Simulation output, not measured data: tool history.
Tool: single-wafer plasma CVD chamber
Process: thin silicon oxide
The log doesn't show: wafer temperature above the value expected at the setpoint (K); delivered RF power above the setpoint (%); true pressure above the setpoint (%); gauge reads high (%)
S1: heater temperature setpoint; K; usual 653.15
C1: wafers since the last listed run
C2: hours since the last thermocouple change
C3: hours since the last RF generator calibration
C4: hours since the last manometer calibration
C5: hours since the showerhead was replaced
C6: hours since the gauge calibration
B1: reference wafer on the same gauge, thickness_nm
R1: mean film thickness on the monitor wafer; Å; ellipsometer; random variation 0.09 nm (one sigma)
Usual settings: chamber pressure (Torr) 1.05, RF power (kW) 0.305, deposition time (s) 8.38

Run 1, hour 0: usual settings; C1 0; C2 754.5; C3 826.5; C4 475.9; C5 5997; C6 634.3; B1 21.978. Result: R1 190.8 Å.
Run 2, hour 100.2: usual settings; C1 3815; C2 854.7; C3 926.7; C4 576.1; C5 6097.2; C6 734.5; B1 21.906. Result: R1 187.76 Å.
Run 3, hour 180.7: usual settings; C1 3065; C2 935.2; C3 1007.2; C4 656.6; C5 6177.7; C6 815; B1 21.912. Result: R1 188.79 Å.
Run 4, hour 247.7: usual settings; C1 2551; C2 1002.2; C3 1074.2; C4 723.6; C5 6244.7; C6 882; B1 21.877. Result: R1 187.94 Å.
Run 5, hour 285.2: usual settings; C1 1428; C2 1039.7; C3 1111.7; C4 761.1; C5 6282.2; C6 919.5; B1 21.843. Result: R1 188.79 Å.
Run 6, hour 378: usual settings; C1 3533; C2 1132.5; C3 1204.5; C4 853.9; C5 6375; C6 1012.3; B1 21.843. Result: R1 189.24 Å.
Run 7, hour 467.9: usual settings; C1 3423; C2 1222.4; C3 1294.4; C4 943.8; C5 6464.9; C6 1102.2; B1 21.749. Result: R1 187.65 Å.
Run 8, hour 523.4: usual settings; C1 2113; C2 1277.9; C3 1349.9; C4 999.3; C5 6520.4; C6 1157.7; B1 21.774. Result: R1 188.6 Å.
Run 9, hour 610.5: usual settings but chamber pressure (Torr) 1.2; C1 3316; C2 1365; C3 1437; C4 1086.4; C5 6607.5; C6 1244.8; B1 21.762. Result: R1 203.39 Å.
Run 10, hour 668.2: usual settings but chamber pressure (Torr) 1.2; C1 2197; C2 1422.7; C3 1494.7; C4 1144.1; C5 6665.2; C6 1302.5; B1 21.734. Result: R1 202.86 Å.
Run 11, hour 776.1: usual settings but chamber pressure (Torr) 1.24; C1 4108; C2 1530.6; C3 1602.6; C4 1252; C5 6773.1; C6 1410.4; B1 21.682. Result: R1 206.18 Å.
At hour 811: RF generator calibrated.
Run 12, hour 814.2: usual settings but S1 646.15 K; C1 1146; C2 1568.7; C3 3.2; C4 1290.1; C5 6811.2; C6 1448.5; B1 21.648. Result: R1 188.33 Å.
Run 13, hour 910: usual settings but S1 646.15 K; C1 3648; C2 1664.5; C3 99; C4 1385.9; C5 6907; C6 1544.3; B1 21.641. Result: R1 186.38 Å.
Run 14, hour 980.1: usual settings but S1 646.15 K; C1 2669; C2 1734.6; C3 169.1; C4 1456; C5 6977.1; C6 1614.4; B1 21.566. Result: R1 187.45 Å.
At hour 991.2: gauge calibrated.
Run 15, hour 1086.3: usual settings but S1 667.15 K, chamber pressure (Torr) 1.19, deposition time (s) 10.03; C1 4044; C2 1840.8; C3 275.3; C4 1562.2; C5 7083.3; C6 95.1; B1 22.304. Result: R1 246.35 Å.
Run 16, hour 1133: usual settings; C1 1778; C2 1887.5; C3 322; C4 1608.9; C5 7130; C6 141.8; B1 22.273. Result: R1 193.99 Å.
At hour 1161.8: thermocouple changed; heater temperature recalibrated.
Run 17, hour 1171.2: usual settings but S1 666.15 K, RF power (kW) 0.34; C1 1150; C2 9.4; C3 360.2; C4 1647.1; C5 7168.2; C6 180; B1 22.245. Result: R1 203.76 Å.
At hour 1188.3: showerhead replaced.
Run 18, hour 1231.5: usual settings but S1 646.15 K, deposition time (s) 7.4; C1 1991; C2 69.7; C3 420.5; C4 1707.4; C5 43.2; C6 240.3; B1 22.244. Result: R1 169.08 Å.
Run 19, hour 1312.6: usual settings; C1 3088; C2 150.8; C3 501.6; C4 1788.5; C5 124.3; C6 321.4; B1 22.181. Result: R1 192.19 Å.
Run 20, hour 1355.7: usual settings but chamber pressure (Torr) 0.81; C1 1641; C2 193.9; C3 544.7; C4 1831.6; C5 167.4; C6 364.5; B1 22.218. Result: R1 159.72 Å.
Run 21, hour 1399.8: usual settings but S1 640.15 K; C1 1679; C2 238; C3 588.8; C4 1875.7; C5 211.5; C6 408.6; B1 22.148. Result: R1 193.45 Å.
At hour 1456.1: capacitance manometer re-zeroed and calibrated.
Run 22, hour 1456.6: usual settings; C1 1858; C2 294.8; C3 645.6; C4 0.5; C5 268.3; C6 465.4; B1 22.135. Result: R1 191.71 Å.
Run 23, hour 1521.5: usual settings but deposition time (s) 9.39; C1 2471; C2 359.7; C3 710.5; C4 65.4; C5 333.2; C6 530.3; B1 22.125. Result: R1 213.44 Å.
Run 24, hour 1601.8: usual settings but S1 646.15 K; C1 3057; C2 440; C3 790.8; C4 145.7; C5 413.5; C6 610.6; B1 22.124. Result: R1 191.22 Å.
Run 25, hour 1661.3: usual settings but S1 663.15 K, deposition time (s) 7.27; C1 2265; C2 499.5; C3 850.3; C4 205.2; C5 473; C6 670.1; B1 22.046. Result: R1 163.91 Å.
Run 26, hour 1754.8: usual settings but RF power (kW) 0.255; C1 3560; C2 593; C3 943.8; C4 298.7; C5 566.5; C6 763.6; B1 22.038. Result: R1 165.19 Å.
Run 27, hour 1803.7: usual settings but S1 642.15 K, chamber pressure (Torr) 0.93, deposition time (s) 9.64; C1 1862; C2 641.9; C3 992.7; C4 347.6; C5 615.4; C6 812.5; B1 22.016. Result: R1 204.01 Å.
Run 28, hour 1881.9: usual settings; C1 2977; C2 720.1; C3 1070.9; C4 425.8; C5 693.6; C6 890.7; B1 21.931. Result: R1 190.47 Å.
Run 29, hour 1928.9: usual settings; C1 1789; C2 767.1; C3 1117.9; C4 472.8; C5 740.6; C6 937.7; B1 21.981. Result: R1 189.48 Å.

Forecast each of these 4 alternatives for the next run:
Run A, hour 1929.3: usual settings but deposition time (s) 6.86; C1 15; C2 767.5; C3 1118.3; C4 473.2; C5 741; C6 938.1; B1 ?. Result: R1 ?.
Run B, hour 1929.3: usual settings but S1 639.15 K, chamber pressure (Torr) 1.26, RF power (kW) 0.28, deposition time (s) 8.98; C1 15; C2 767.5; C3 1118.3; C4 473.2; C5 741; C6 938.1; B1 ?. Result: R1 ?.
Run C, hour 1929.3: usual settings but S1 638.15 K, RF power (kW) 0.28, deposition time (s) 7.39; C1 15; C2 767.5; C3 1118.3; C4 473.2; C5 741; C6 938.1; B1 ?. Result: R1 ?.
Run D, hour 1929.3: usual settings but chamber pressure (Torr) 1.28; C1 15; C2 767.5; C3 1118.3; C4 473.2; C5 741; C6 938.1; B1 ?. Result: R1 ?.

run      B1      R1
  A  21.947  155.23
  B  21.947  213.06
  C  21.947  158.66
  D  21.947  210.91
Without the tool's hidden state the same runs would have given:
run      R1
  A  157.66
  B  216.41
  C  161.15
  D  214.22

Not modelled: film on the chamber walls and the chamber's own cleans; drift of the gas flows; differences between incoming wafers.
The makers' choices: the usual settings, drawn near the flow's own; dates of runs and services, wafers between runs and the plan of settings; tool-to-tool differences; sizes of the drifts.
